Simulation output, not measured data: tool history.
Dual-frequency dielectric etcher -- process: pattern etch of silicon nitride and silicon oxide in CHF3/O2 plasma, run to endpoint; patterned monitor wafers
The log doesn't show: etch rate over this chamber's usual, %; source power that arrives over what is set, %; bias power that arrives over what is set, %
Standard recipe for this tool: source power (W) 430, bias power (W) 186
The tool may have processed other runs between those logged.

run,hour,source power (W),bias power (W),wafers since the last listed run,hours since the last wet clean,hours since the last source power generator calibration,hours since the last bias power generator calibration,hours since the last upper electrode change,"incoming incoming film thickness, nm",endpoint time (s)
1,0.0,360,186,0,423.0,2060.0,1369.7,3390.5,290.0,216.5
2,17.1,430,171,138,440.1,2077.1,1386.8,3407.6,290.7,207.9
3,29.3,430,171,98,452.3,2089.3,1399.0,3419.8,293.9,212.3
4,43.7,430,171,116,466.7,2103.7,1413.4,3434.2,289.4,207.4
5,56.0,390,170,99,479.0,2116.0,1425.7,3446.5,291.1,215.3
6,71.0,390,170,121,494.0,2131.0,1440.7,3461.5,289.3,213.7
# hour 76.0: bias power generator calibrated
7,87.4,380,209,100,510.4,2147.4,11.4,3477.9,290.8,206.4
# hour 128.3: wet clean of the chamber
8,129.0,380,209,142,0.7,2189.0,53.0,3519.5,293.1,202.8
# hour 155.7: upper electrode replaced
# hour 156.6: source power generator calibrated
9,157.1,430,186,25,28.8,0.5,81.1,1.4,294.5,199.3
10,157.5,360,140,3,29.2,0.9,81.5,1.8,291.0,224.0
# hour 182.3: wet clean of the chamber, repeated, since the last time left the tool worse
11,182.8,490,186,10,0.5,26.2,106.8,27.1,288.6,199.9
12,183.1,350,156,2,0.8,26.5,107.1,27.4,289.4,233.9
13,184.2,430,186,8,1.9,27.6,108.2,28.5,290.0,210.0
14,190.4,360,164,50,8.1,33.8,114.4,34.7,292.0,229.1
15,196.9,350,157,52,14.6,40.3,120.9,41.2,293.6,235.8
16,210.5,360,186,110,28.2,53.9,134.5,54.8,291.0,222.3
17,225.7,430,186,123,43.4,69.1,149.7,70.0,291.7,210.6
18,232.0,510,186,51,49.7,75.4,156.0,76.3,292.3,197.3

Here are 3 independent what-if runs from the current tool condition. What would each one return?
A,232.5,430,186,4,50.2,75.9,156.5,76.8,294.0,?
B,232.5,430,223,4,50.2,75.9,156.5,76.8,294.0,?
C,232.5,530,166,4,50.2,75.9,156.5,76.8,294.0,?

run,endpoint time (s)
A,210.9
B,201.3
C,202.4
What these runs would have given with no unlogged condition in the tool:
run,endpoint time (s)
A,212.4
B,202.7
C,203.9

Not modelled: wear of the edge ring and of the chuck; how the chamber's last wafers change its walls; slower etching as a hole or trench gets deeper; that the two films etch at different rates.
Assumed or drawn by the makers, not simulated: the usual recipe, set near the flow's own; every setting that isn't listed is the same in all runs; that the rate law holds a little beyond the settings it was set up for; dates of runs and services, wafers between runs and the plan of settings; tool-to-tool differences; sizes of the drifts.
